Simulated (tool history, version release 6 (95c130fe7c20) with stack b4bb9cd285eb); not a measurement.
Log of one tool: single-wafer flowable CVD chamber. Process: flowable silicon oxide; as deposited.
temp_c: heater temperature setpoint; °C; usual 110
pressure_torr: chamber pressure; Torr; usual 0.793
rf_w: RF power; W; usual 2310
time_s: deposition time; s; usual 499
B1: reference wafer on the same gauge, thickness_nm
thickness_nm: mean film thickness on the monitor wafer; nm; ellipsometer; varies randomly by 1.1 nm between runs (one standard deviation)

{"run": 1, "hour": 0.0, "temp_c": 110, "pressure_torr": 0.793, "rf_w": 2310, "time_s": 499, "B1": 191.82, "thickness_nm": 233.895}
{"run": 2, "hour": 10.6, "temp_c": 100, "pressure_torr": 0.793, "rf_w": 2075, "time_s": 499, "B1": 192.073, "thickness_nm": 341.768}
{"run": 3, "hour": 27.1, "temp_c": 100, "pressure_torr": 0.793, "rf_w": 2075, "time_s": 499, "B1": 192.233, "thickness_nm": 340.442}
{"run": 4, "hour": 42.6, "temp_c": 102, "pressure_torr": 0.793, "rf_w": 2310, "time_s": 499, "B1": 192.136, "thickness_nm": 319.661}
{"run": 5, "hour": 49.6, "temp_c": 102, "pressure_torr": 0.793, "rf_w": 2310, "time_s": 499, "B1": 191.986, "thickness_nm": 321.087}
{"run": 6, "hour": 59.9, "temp_c": 102, "pressure_torr": 0.793, "rf_w": 2310, "time_s": 499, "B1": 191.703, "thickness_nm": 325.409}
{"run": 7, "hour": 66.0, "temp_c": 110, "pressure_torr": 0.793, "rf_w": 2080, "time_s": 499, "B1": 191.708, "thickness_nm": 235.074}
{"run": 8, "hour": 77.5, "temp_c": 110, "pressure_torr": 0.793, "rf_w": 2080, "time_s": 499, "B1": 192.076, "thickness_nm": 235.133}
{"run": 9, "hour": 88.5, "temp_c": 110, "pressure_torr": 0.793, "rf_w": 2080, "time_s": 499, "B1": 191.973, "thickness_nm": 236.162}
{"run": 10, "hour": 104.1, "temp_c": 110, "pressure_torr": 0.793, "rf_w": 2310, "time_s": 499, "B1": 192.324, "thickness_nm": 240.342}
{"run": 11, "hour": 115.8, "temp_c": 110, "pressure_torr": 0.793, "rf_w": 2310, "time_s": 499, "B1": 192.235, "thickness_nm": 241.906}
{"hour": 130.5, "done": "RF generator calibrated"}
{"run": 12, "hour": 131.0, "temp_c": 110, "pressure_torr": 0.793, "rf_w": 2310, "time_s": 499, "B1": 191.739, "thickness_nm": 241.862}
{"run": 13, "hour": 131.7, "temp_c": 110, "pressure_torr": 0.793, "rf_w": 2435, "time_s": 499, "B1": 192.151, "thickness_nm": 242.89}
{"run": 14, "hour": 143.4, "temp_c": 110, "pressure_torr": 0.793, "rf_w": 2435, "time_s": 499, "B1": 192.137, "thickness_nm": 241.553}
{"run": 15, "hour": 151.1, "temp_c": 110, "pressure_torr": 0.688, "rf_w": 2310, "time_s": 499, "B1": 192.206, "thickness_nm": 210.868}
{"run": 16, "hour": 166.4, "temp_c": 110, "pressure_torr": 0.793, "rf_w": 2310, "time_s": 499, "B1": 191.844, "thickness_nm": 241.753}
{"hour": 179.1, "done": "showerhead replaced"}
{"run": 17, "hour": 181.1, "temp_c": 110, "pressure_torr": 0.793, "rf_w": 1885, "time_s": 534, "B1": 191.946, "thickness_nm": 253.36}
{"run": 18, "hour": 230.1, "temp_c": 110, "pressure_torr": 0.734, "rf_w": 2310, "time_s": 471, "B1": 192, "thickness_nm": 211.427}
{"run": 19, "hour": 240.6, "temp_c": 110, "pressure_torr": 0.793, "rf_w": 2310, "time_s": 499, "B1": 192.032, "thickness_nm": 245.514}
{"hour": 254.0, "done": "thermocouple changed; heater temperature recalibrated"}
{"run": 20, "hour": 254.5, "temp_c": 110, "pressure_torr": 0.793, "rf_w": 2015, "time_s": 433, "B1": 191.927, "thickness_nm": 169.872}
{"run": 21, "hour": 261.9, "temp_c": 105, "pressure_torr": 0.793, "rf_w": 2310, "time_s": 499, "B1": 191.94, "thickness_nm": 240.195}
{"hour": 262.1, "done": "gauge calibrated"}
{"run": 22, "hour": 271.2, "temp_c": 110, "pressure_torr": 0.865, "rf_w": 2310, "time_s": 499, "B1": 191.96, "thickness_nm": 218.399}
{"hour": 283.1, "done": "capacitance manometer re-zeroed and calibrated"}
{"run": 23, "hour": 284.9, "temp_c": 110, "pressure_torr": 0.793, "rf_w": 2310, "time_s": 499, "B1": 191.804, "thickness_nm": 199.289}
{"run": 24, "hour": 334.4, "temp_c": 115, "pressure_torr": 0.988, "rf_w": 2310, "time_s": 423, "B1": 191.978, "thickness_nm": 176.761}
{"run": 25, "hour": 352.2, "temp_c": 110, "pressure_torr": 0.793, "rf_w": 2435, "time_s": 499, "B1": 191.856, "thickness_nm": 201.118}
{"run": 26, "hour": 368.6, "temp_c": 97, "pressure_torr": 0.984, "rf_w": 2310, "time_s": 567, "B1": 191.948, "thickness_nm": 457.235}
{"run": 27, "hour": 378.0, "temp_c": 98, "pressure_torr": 0.93, "rf_w": 2310, "time_s": 499, "B1": 192.109, "thickness_nm": 369.04}
{"run": 28, "hour": 392.4, "temp_c": 110, "pressure_torr": 0.793, "rf_w": 2310, "time_s": 499, "B1": 192.432, "thickness_nm": 200.328}
{"run": 29, "hour": 404.5, "temp_c": 110, "pressure_torr": 0.671, "rf_w": 2310, "time_s": 499, "B1": 191.996, "thickness_nm": 168.784}

Each row is a separate what-if for the run after 29, all from the same tool condition, not one after another. Results?
{"run": "A", "hour": 405.0, "temp_c": 110, "pressure_torr": 0.793, "rf_w": 2310, "time_s": 588, "B1": "?", "thickness_nm": "?"}
{"run": "B", "hour": 405.0, "temp_c": 115, "pressure_torr": 0.934, "rf_w": 2160, "time_s": 455, "B1": "?", "thickness_nm": "?"}
{"run": "C", "hour": 405.0, "temp_c": 110, "pressure_torr": 0.72, "rf_w": 2310, "time_s": 528, "B1": "?", "thickness_nm": "?"}

run=A B1=192.326 thickness_nm=235.54
run=B B1=192.326 thickness_nm=177.916
run=C B1=192.326 thickness_nm=192.062
With the hidden condition removed and each run's random variation left untouched, the same runs would have given:
run=A thickness_nm=236.909
run=B thickness_nm=178.92
run=C thickness_nm=193.179
